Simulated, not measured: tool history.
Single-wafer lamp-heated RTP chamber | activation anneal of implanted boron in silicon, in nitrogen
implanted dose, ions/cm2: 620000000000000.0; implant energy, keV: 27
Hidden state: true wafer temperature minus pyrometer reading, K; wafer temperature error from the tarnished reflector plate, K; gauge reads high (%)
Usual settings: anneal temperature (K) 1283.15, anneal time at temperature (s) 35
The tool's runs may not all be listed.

run	hour	anneal temperature (K)	anneal time at temperature (s)	wafers since the last listed run	wafers since the last pyrometer calibration	wafers since the reflector plate was cleaned	hours since the gauge calibration	read-back reference wafer on the same gauge, sheet resistance	sheet resistance of the implanted and annealed layer (ohm/square)
1	0	1302.15	35	0	1142	3898	227.5	170.03	172.54
2	33.8	1302.15	35	591	1734	4490	261.3	169.98	171.8
3	61.4	1302.15	35	483	2217	4973	288.9	169.87	172.69
4	77.3	1266.15	29	278	2496	5251	304.8	170.01	177.45
5	122.4	1268.15	41	789	3285	6041	349.9	169.98	176.26
# hour 133.9: pyrometer window cleaned and pyrometer calibrated
6	155.6	1268.15	41	441	379	6482	383.1	170.02	178.66
7	179.4	1268.15	41	416	796	6899	406.9	169.95	178.14
8	194.1	1283.15	35	257	1053	7156	421.6	169.91	175.4
9	257.3	1283.15	35	1106	2160	8263	484.8	169.94	174.53
# hour 271: gauge calibrated
10	303.9	1283.15	35	815	2976	9079	32.9	169.98	174.32
11	336.3	1305.15	54	567	3543	9646	65.3	170.06	170.48
# hour 364.7: reflector plate cleaned
# hour 369.8: pyrometer window cleaned and pyrometer calibrated
12	370.3	1263.15	17	365	8	8	99.3	169.97	184.76
13	400.6	1311.15	45	530	539	539	129.6	170.01	171.04
14	429	1271.15	20	497	1036	1036	158	170.08	179.35
15	463	1283.15	46	595	1631	1631	192	170.02	174.33
16	478.5	1261.15	28	271	1903	1903	207.5	170.05	179.98
17	498.7	1257.15	51	353	2256	2256	227.7	169.95	179.48
18	534.3	1283.15	35	623	2880	2880	263.3	170.01	173.96

Some steps in sheet resistance of the implanted and annealed layer (ohm/square) between neighbouring runs. How much of each would the tool show without its hidden state too (settings, what came in, random variation), and how much is left for the hidden state, with any gauge scatter that isn't in both results?
Run 3 -> 4: anneal temperature (K) 1302.15 -> 1266.15, anneal time at temperature (s) 35 -> 29. sheet resistance of the implanted and annealed layer (ohm/square) +4.76: hidden state -2.86, all else +7.62.
Run 11 -> 12: anneal temperature (K) 1305.15 -> 1263.15, anneal time at temperature (s) 54 -> 17, reflector plate cleaned, pyrometer window cleaned and pyrometer calibrated. sheet resistance of the implanted and annealed layer (ohm/square) +14.28: hidden state +0.89, all else +13.39.
